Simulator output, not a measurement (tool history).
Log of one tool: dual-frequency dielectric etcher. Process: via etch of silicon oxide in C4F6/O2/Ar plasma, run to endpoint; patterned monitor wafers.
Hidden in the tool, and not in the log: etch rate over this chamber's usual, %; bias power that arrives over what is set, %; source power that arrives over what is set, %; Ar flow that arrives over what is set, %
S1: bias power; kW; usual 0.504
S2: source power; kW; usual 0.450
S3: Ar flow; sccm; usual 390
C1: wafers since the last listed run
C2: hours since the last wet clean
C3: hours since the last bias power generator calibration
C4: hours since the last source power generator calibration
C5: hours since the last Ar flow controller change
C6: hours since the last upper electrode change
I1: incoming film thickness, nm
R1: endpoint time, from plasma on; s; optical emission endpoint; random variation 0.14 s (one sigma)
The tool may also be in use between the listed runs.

run 1 hour=0.0 | S1=0.504 S2=0.520 S3=323 | C1=0 C2=0.5 C3=1982.8 C4=3509.3 C5=5603.9 C6=4176.3 | I1=158.6 | R1=32.0
run 2 hour=130.3 | S1=0.504 S2=0.520 S3=323 | C1=1268 C2=130.8 C3=2113.1 C4=3639.6 C5=5734.2 C6=4306.6 | I1=158.4 | R1=31.4
run 3 hour=183.4 | S1=0.596 S2=0.450 S3=390 | C1=516 C2=183.9 C3=2166.2 C4=3692.7 C5=5787.3 C6=4359.7 | I1=160.2 | R1=31.6
run 4 hour=245.1 | S1=0.504 S2=0.450 S3=390 | C1=600 C2=245.6 C3=2227.9 C4=3754.4 C5=5849.0 C6=4421.4 | I1=161.0 | R1=33.4
run 5 hour=303.5 | S1=0.504 S2=0.450 S3=390 | C1=568 C2=304.0 C3=2286.3 C4=3812.8 C5=5907.4 C6=4479.8 | I1=159.9 | R1=33.2
run 6 hour=450.0 | S1=0.574 S2=0.450 S3=390 | C1=1425 C2=450.5 C3=2432.8 C4=3959.3 C5=6053.9 C6=4626.3 | I1=157.9 | R1=31.2
run 7 hour=476.5 | S1=0.574 S2=0.450 S3=390 | C1=257 C2=477.0 C3=2459.3 C4=3985.8 C5=6080.4 C6=4652.8 | I1=159.8 | R1=31.5
-- hour=526.0 upper electrode replaced, of another model than before
run 8 hour=526.5 | S1=0.504 S2=0.450 S3=390 | C1=253 C2=527.0 C3=2509.3 C4=4035.8 C5=6130.4 C6=0.5 | I1=157.5 | R1=32.3
run 9 hour=558.4 | S1=0.504 S2=0.450 S3=390 | C1=310 C2=558.9 C3=2541.2 C4=4067.7 C5=6162.3 C6=32.4 | I1=159.5 | R1=32.5
run 10 hour=605.4 | S1=0.504 S2=0.450 S3=390 | C1=457 C2=605.9 C3=2588.2 C4=4114.7 C5=6209.3 C6=79.4 | I1=158.0 | R1=32.1
-- hour=648.9 wet clean of the chamber
run 11 hour=650.1 | S1=0.504 S2=0.470 S3=390 | C1=201 C2=1.2 C3=2632.9 C4=4159.4 C5=6254.0 C6=124.1 | I1=160.3 | R1=33.3
run 12 hour=715.4 | S1=0.504 S2=0.470 S3=390 | C1=635 C2=66.5 C3=2698.2 C4=4224.7 C5=6319.3 C6=189.4 | I1=159.3 | R1=33.1
run 13 hour=764.7 | S1=0.504 S2=0.340 S3=312 | C1=479 C2=115.8 C3=2747.5 C4=4274.0 C5=6368.6 C6=238.7 | I1=159.2 | R1=35.3
run 14 hour=831.4 | S1=0.504 S2=0.450 S3=390 | C1=649 C2=182.5 C3=2814.2 C4=4340.7 C5=6435.3 C6=305.4 | I1=157.5 | R1=32.8
-- hour=852.9 Ar flow controller replaced
-- hour=860.4 source power generator calibrated
run 15 hour=891.2 | S1=0.397 S2=0.450 S3=471 | C1=484 C2=242.3 C3=2874.0 C4=30.8 C5=38.3 C6=365.2 | I1=158.5 | R1=37.1
run 16 hour=937.1 | S1=0.464 S2=0.450 S3=428 | C1=446 C2=288.2 C3=2919.9 C4=76.7 C5=84.2 C6=411.1 | I1=159.2 | R1=34.3
run 17 hour=991.1 | S1=0.461 S2=0.540 S3=330 | C1=525 C2=342.2 C3=2973.9 C4=130.7 C5=138.2 C6=465.1 | I1=157.9 | R1=31.5
run 18 hour=1034.8 | S1=0.504 S2=0.450 S3=390 | C1=425 C2=385.9 C3=3017.6 C4=174.4 C5=181.9 C6=508.8 | I1=158.8 | R1=32.6
run 19 hour=1074.4 | S1=0.455 S2=0.450 S3=340 | C1=385 C2=425.5 C3=3057.2 C4=214.0 C5=221.5 C6=548.4 | I1=159.5 | R1=33.6
-- hour=1094.9 bias power generator calibrated
run 20 hour=1102.4 | S1=0.504 S2=0.450 S3=390 | C1=233 C2=453.5 C3=7.5 C4=242.0 C5=249.5 C6=576.4 | I1=157.6 | R1=32.1
run 21 hour=1142.5 | S1=0.579 S2=0.410 S3=415 | C1=390 C2=493.6 C3=47.6 C4=282.1 C5=289.6 C6=616.5 | I1=157.6 | R1=31.2
run 22 hour=1211.9 | S1=0.504 S2=0.450 S3=419 | C1=675 C2=563.0 C3=117.0 C4=351.5 C5=359.0 C6=685.9 | I1=159.0 | R1=32.4
run 23 hour=1266.3 | S1=0.408 S2=0.520 S3=333 | C1=529 C2=617.4 C3=171.4 C4=405.9 C5=413.4 C6=740.3 | I1=159.3 | R1=33.1
-- hour=1297.1 wet clean of the chamber
run 24 hour=1298.1 | S1=0.504 S2=0.450 S3=390 | C1=75 C2=1.0 C3=203.2 C4=437.7 C5=445.2 C6=772.1 | I1=158.8 | R1=33.8
run 25 hour=1365.9 | S1=0.594 S2=0.540 S3=390 | C1=659 C2=68.8 C3=271.0 C4=505.5 C5=513.0 C6=839.9 | I1=158.2 | R1=29.5
run 26 hour=1429.9 | S1=0.443 S2=0.500 S3=296 | C1=622 C2=132.8 C3=335.0 C4=569.5 C5=577.0 C6=903.9 | I1=159.6 | R1=33.2
run 27 hour=1461.6 | S1=0.394 S2=0.360 S3=350 | C1=308 C2=164.5 C3=366.7 C4=601.2 C5=608.7 C6=935.6 | I1=158.2 | R1=38.5
run 28 hour=1497.5 | S1=0.436 S2=0.510 S3=300 | C1=349 C2=200.4 C3=402.6 C4=637.1 C5=644.6 C6=971.5 | I1=158.0 | R1=32.8

Forecast each of these 5 alternatives for the next run:
run A hour=1497.9 | S1=0.504 S2=0.450 S3=315 | C1=3 C2=200.8 C3=403.0 C4=637.5 C5=645.0 C6=971.9 | I1=158.9 | R1=?
run B hour=1497.9 | S1=0.444 S2=0.530 S3=359 | C1=3 C2=200.8 C3=403.0 C4=637.5 C5=645.0 C6=971.9 | I1=158.9 | R1=?
run C hour=1497.9 | S1=0.586 S2=0.420 S3=480 | C1=3 C2=200.8 C3=403.0 C4=637.5 C5=645.0 C6=971.9 | I1=158.9 | R1=?
run D hour=1497.9 | S1=0.460 S2=0.520 S3=462 | C1=3 C2=200.8 C3=403.0 C4=637.5 C5=645.0 C6=971.9 | I1=158.9 | R1=?
run E hour=1497.9 | S1=0.504 S2=0.530 S3=300 | C1=3 C2=200.8 C3=403.0 C4=637.5 C5=645.0 C6=971.9 | I1=158.9 | R1=?

run=A R1=32.3
run=B R1=32.8
run=C R1=32.4
run=D R1=33.4
run=E R1=30.6
Without the tool's hidden state the same runs would have given:
run=A R1=32.8
run=B R1=33.3
run=C R1=32.8
run=D R1=33.9
run=E R1=31.1

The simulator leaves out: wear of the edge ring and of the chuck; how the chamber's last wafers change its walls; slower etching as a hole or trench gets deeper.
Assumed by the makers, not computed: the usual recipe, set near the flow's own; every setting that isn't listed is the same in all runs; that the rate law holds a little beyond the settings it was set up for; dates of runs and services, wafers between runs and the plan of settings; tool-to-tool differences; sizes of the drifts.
